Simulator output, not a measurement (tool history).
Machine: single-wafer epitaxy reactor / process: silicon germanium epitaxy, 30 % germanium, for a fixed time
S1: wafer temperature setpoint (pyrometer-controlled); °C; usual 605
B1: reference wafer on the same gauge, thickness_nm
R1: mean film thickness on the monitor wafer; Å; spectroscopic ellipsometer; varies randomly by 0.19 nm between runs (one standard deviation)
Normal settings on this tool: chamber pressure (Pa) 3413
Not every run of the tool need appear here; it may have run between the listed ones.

Run 1, hour 0.0: usual settings; B1 82.085. Result: R1 857.48 Å.
Run 2, hour 25.7: usual settings; B1 82.153. Result: R1 854.72 Å.
Run 3, hour 35.7: usual settings; B1 82.084. Result: R1 858.40 Å.
Run 4, hour 49.6: usual settings; B1 82.070. Result: R1 856.11 Å.
Run 5, hour 66.3: usual settings; B1 82.080. Result: R1 863.20 Å.
Run 6, hour 75.1: usual settings; B1 82.145. Result: R1 857.53 Å.
Run 7, hour 83.7: usual settings but S1 612 °C, chamber pressure (Pa) 3213; B1 82.119. Result: R1 959.76 Å.
Run 8, hour 93.1: usual settings; B1 82.113. Result: R1 855.54 Å.
Run 9, hour 100.2: usual settings; B1 82.048. Result: R1 861.62 Å.
Run 10, hour 113.1: usual settings; B1 82.080. Result: R1 866.08 Å.
Run 11, hour 125.3: usual settings but S1 613 °C; B1 82.151. Result: R1 1016.39 Å.
Run 12, hour 140.1: usual settings but S1 613 °C; B1 82.076. Result: R1 1012.04 Å.
At hour 144.5: gauge calibrated.
Run 13, hour 157.6: usual settings but S1 613 °C; B1 82.077. Result: R1 1012.75 Å.
Run 14, hour 171.9: usual settings; B1 82.023. Result: R1 861.44 Å.
Run 15, hour 184.5: usual settings; B1 82.069. Result: R1 864.98 Å.
At hour 195.0: showerhead replaced.
Run 16, hour 198.5: usual settings but chamber pressure (Pa) 3066; B1 82.146. Result: R1 813.69 Å.
Run 17, hour 206.3: usual settings but S1 611 °C, chamber pressure (Pa) 4186; B1 82.080. Result: R1 1082.85 Å.
At hour 224.9: capacitance manometer re-zeroed and calibrated.
Run 18, hour 225.4: usual settings but S1 617 °C, chamber pressure (Pa) 2666; B1 82.083. Result: R1 920.27 Å.
Run 19, hour 236.5: usual settings but chamber pressure (Pa) 2946; B1 82.113. Result: R1 766.30 Å.
Run 20, hour 246.7: usual settings; B1 82.072. Result: R1 831.60 Å.
Run 21, hour 269.3: usual settings but S1 617 °C, chamber pressure (Pa) 2626; B1 82.121. Result: R1 917.84 Å.
Run 22, hour 279.2: usual settings but S1 613 °C, chamber pressure (Pa) 3160; B1 82.078. Result: R1 940.50 Å.
At hour 290.7: pyrometer calibrated.
Run 23, hour 293.2: usual settings but S1 593 °C, chamber pressure (Pa) 3840; B1 82.111. Result: R1 617.35 Å.
Run 24, hour 308.3: usual settings but S1 612 °C, chamber pressure (Pa) 3213; B1 82.161. Result: R1 838.20 Å.
Run 25, hour 321.5: usual settings but S1 617 °C, chamber pressure (Pa) 4013; B1 82.117. Result: R1 1037.19 Å.
Run 26, hour 339.0: usual settings but S1 600 °C, chamber pressure (Pa) 3680; B1 82.160. Result: R1 704.29 Å.
Run 27, hour 350.4: usual settings but S1 593 °C, chamber pressure (Pa) 3880; B1 82.081. Result: R1 624.35 Å.
Run 28, hour 365.4: usual settings but S1 593 °C; B1 82.215. Result: R1 585.88 Å.

Below, each run's measurement less what the same run would have read without the hidden state. Both values contain the same run-to-run variation, but the gauge's scatter may not be the same in both:
The tool's hidden condition here consists of: wafer temperature above the value expected at the setpoint (K); true pressure above the setpoint (%); gauge reads high (%).
run       R1
  1  +116.55
  2  +117.05
  3  +117.89
  4  +118.04
  5  +119.58
  6  +119.09
  7  +131.93
  8  +119.41
  9  +120.49
 10  +121.54
 11  +141.08
 12  +141.04
 13  +141.80
 14  +122.80
 15  +123.71
 16  +116.80
 17  +154.11
 18   +96.37
 19   +82.98
 20   +90.40
 21   +97.77
 22  +101.52
 23    +5.01
 24    +8.74
 25   +13.02
 26   +11.27
 27   +11.37
 28   +12.16
